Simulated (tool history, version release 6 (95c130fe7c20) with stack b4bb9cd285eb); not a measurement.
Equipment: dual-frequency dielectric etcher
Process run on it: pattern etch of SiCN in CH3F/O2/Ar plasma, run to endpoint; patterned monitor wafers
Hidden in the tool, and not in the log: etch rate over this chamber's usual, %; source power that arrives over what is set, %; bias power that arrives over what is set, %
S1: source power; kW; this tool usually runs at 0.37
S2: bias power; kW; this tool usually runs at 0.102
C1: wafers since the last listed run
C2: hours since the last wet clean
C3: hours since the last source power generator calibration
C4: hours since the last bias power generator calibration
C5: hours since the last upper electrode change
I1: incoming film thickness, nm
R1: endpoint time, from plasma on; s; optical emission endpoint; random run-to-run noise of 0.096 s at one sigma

run    hour    S1     S2    C1     C2      C3      C4      C5     I1    R1
  1       0  0.33   0.12     0  334.7  1856.6  3405.2    5666  12.92  29.7
  2    44.3  0.33   0.12   634    379  1900.9  3449.5  5710.3  13.02  29.9
       94.4  -- wet clean of the chamber
  3   235.5  0.33   0.12  2395  141.1  2092.1  3640.7  5901.5  12.98    30
  4   298.3  0.37  0.102   899  203.9  2154.9  3703.5  5964.3  13.09  32.3
  5   400.9  0.37  0.102  1470  306.5  2257.5  3806.1  6066.9     13    32
      440.4  -- wet clean of the chamber
  6     457  0.41  0.097   459   16.6  2313.6  3862.2    6123  13.05  32.5
  7   750.8  0.41  0.097  4209  310.4  2607.4    4156  6416.8  13.09  32.4
      786.4  -- wet clean of the chamber
  8   822.8  0.41  0.097   687   36.4  2679.4    4228  6488.8  13.08  32.3
      876.9  -- upper electrode replaced, of another model than before
  9     899  0.37   0.12   747  112.6  2755.6  4304.2    22.1  12.96    30
 10   941.2  0.33  0.118   604  154.8  2797.8  4346.4    64.3  12.95  30.6
 11   982.9   0.4  0.102   597  196.5  2839.5  4388.1     106  13.06  31.6
 12  1067.3  0.37  0.088  1209  280.9  2923.9  4472.5   190.4  12.94    33
 13  1113.3  0.46  0.087   659  326.9  2969.9  4518.5   236.4     13  32.2
     1170.5  -- wet clean of the chamber
     1185.6  -- bias power generator calibrated
 14  1220.9  0.37  0.102  1140   50.4  3077.5    35.3     344   12.9  31.1
 15  1441.4  0.41  0.121  3159  270.9    3298   255.8   564.5  13.12  29.4
     1498.4  -- source power generator calibrated
       1584  -- wet clean of the chamber
 16  1699.4  0.35  0.124  3295  115.4     201   513.8   822.5  13.02  29.6
 17  1804.6  0.33  0.122  1507  220.6   306.2     619   927.7  12.81  29.5
 18  1888.1  0.34  0.113  1196  304.1   389.7   702.5  1011.2  12.93  30.4

Here are 5 independent what-if runs from the current tool condition. What would each one return?
  A  1888.5  0.37  0.102   5  304.5  390.1  702.9  1011.6  12.89   ?
  B  1888.5  0.42  0.094   5  304.5  390.1  702.9  1011.6  12.89   ?
  C  1888.5  0.42   0.09   5  304.5  390.1  702.9  1011.6  12.89   ?
  D  1888.5  0.31  0.109   5  304.5  390.1  702.9  1011.6  12.89   ?
  E  1888.5  0.37  0.112   5  304.5  390.1  702.9  1011.6  12.89   ?

run    R1
  A    31
  B  31.2
  C  31.6
  D    31
  E  30.1
Without the tool's hidden state the same runs would have given:
run    R1
  A  30.9
  B  31.1
  C  31.6
  D  30.9
  E    30
